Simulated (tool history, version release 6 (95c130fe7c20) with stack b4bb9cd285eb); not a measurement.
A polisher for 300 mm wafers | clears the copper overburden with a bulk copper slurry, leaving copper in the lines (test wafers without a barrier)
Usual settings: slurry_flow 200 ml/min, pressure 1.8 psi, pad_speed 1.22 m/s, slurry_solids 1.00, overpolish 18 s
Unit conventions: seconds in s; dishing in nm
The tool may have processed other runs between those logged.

run	day	slurry_flow	pressure	pad_speed	slurry_solids	overpolish	wafers since the last listed run	wafers polished on this pad	hours since the slurry nozzle was cleaned	hours since the head pressure was calibrated	hours since the slurry blender was calibrated	incoming thickness of the incoming film, nm	seconds	dishing
1	0.000	200	1.8	1.22	1.00	18	0	326	365.7	1270.4	198.7	1039.9	199.6	51.7
2	1.021	200	1.8	1.22	1.00	18	145	472	390.2	1294.9	223.2	1058.5	214.2	50.8
# day 2.217: worn pad replaced by a new one
3	2.229	200	1.8	1.22	1.00	18	148	2	419.2	1323.9	252.2	1070.3	207.9	49.0
# day 6.425: worn pad replaced by a new one
4	6.446	200	1.8	1.22	1.00	18	577	2	520.4	1425.1	353.4	1064.5	205.4	53.4
5	7.700	200	1.8	1.22	1.00	18	178	181	550.5	1455.2	383.5	1070.0	207.7	52.4
6	8.917	200	1.8	1.22	1.00	18	173	355	579.7	1484.4	412.7	1055.7	211.5	51.1
7	9.742	200	1.8	1.22	1.00	18	117	473	599.5	1504.2	432.5	1081.0	222.9	51.9
# day 11.212: worn pad replaced by a new one
8	11.233	200	1.5	1.22	1.00	18	189	2	635.3	1540.0	468.3	1061.9	243.0	49.3
# day 11.521: slurry blender recalibrated
# day 11.750: head pressure recalibrated
9	11.800	200	2.2	1.46	0.85	18	57	59	648.9	1.2	6.7	1055.8	149.0	63.8
10	12.733	145	1.5	1.22	1.20	25	133	193	671.3	23.6	29.1	1051.9	228.2	57.9
11	13.612	170	1.3	1.56	1.00	18	125	318	692.4	44.7	50.2	1043.0	220.1	48.0
# day 14.100: slurry nozzle cleaned
12	14.858	155	1.8	1.08	1.00	18	171	490	18.2	74.6	80.1	1074.3	246.1	47.6
# day 15.175: worn pad replaced by a new one
13	15.900	200	1.8	1.22	1.00	18	124	103	43.2	99.6	105.1	1071.8	200.6	51.4
14	16.767	200	1.8	1.22	1.00	18	123	227	64.0	120.4	125.9	1049.4	202.3	53.3
15	17.783	200	2.1	1.22	1.00	18	145	372	88.4	144.8	150.3	1039.9	184.4	56.8

Each row is a separate what-if for the run after 15, all from the same tool condition, not one after another. Results?
A	17.804	200	1.8	1.22	1.00	18	2	375	88.9	145.3	150.8	1062.3	?	?
B	17.804	240	1.8	1.54	0.85	12	2	375	88.9	145.3	150.8	1062.3	?	?
C	17.804	200	2.0	1.22	1.15	13	2	375	88.9	145.3	150.8	1062.3	?	?
D	17.804	170	2.2	0.92	1.00	29	2	375	88.9	145.3	150.8	1062.3	?	?

run	seconds	dishing
A	211.8	52.2
B	181.2	44.1
C	187.3	45.9
D	224.3	67.8
Take away the tool's hidden state, keep each run's random variation, and the runs would have read:
run	seconds	dishing
A	191.1	55.6
B	163.6	47.3
C	168.8	49.3
D	202.4	71.3
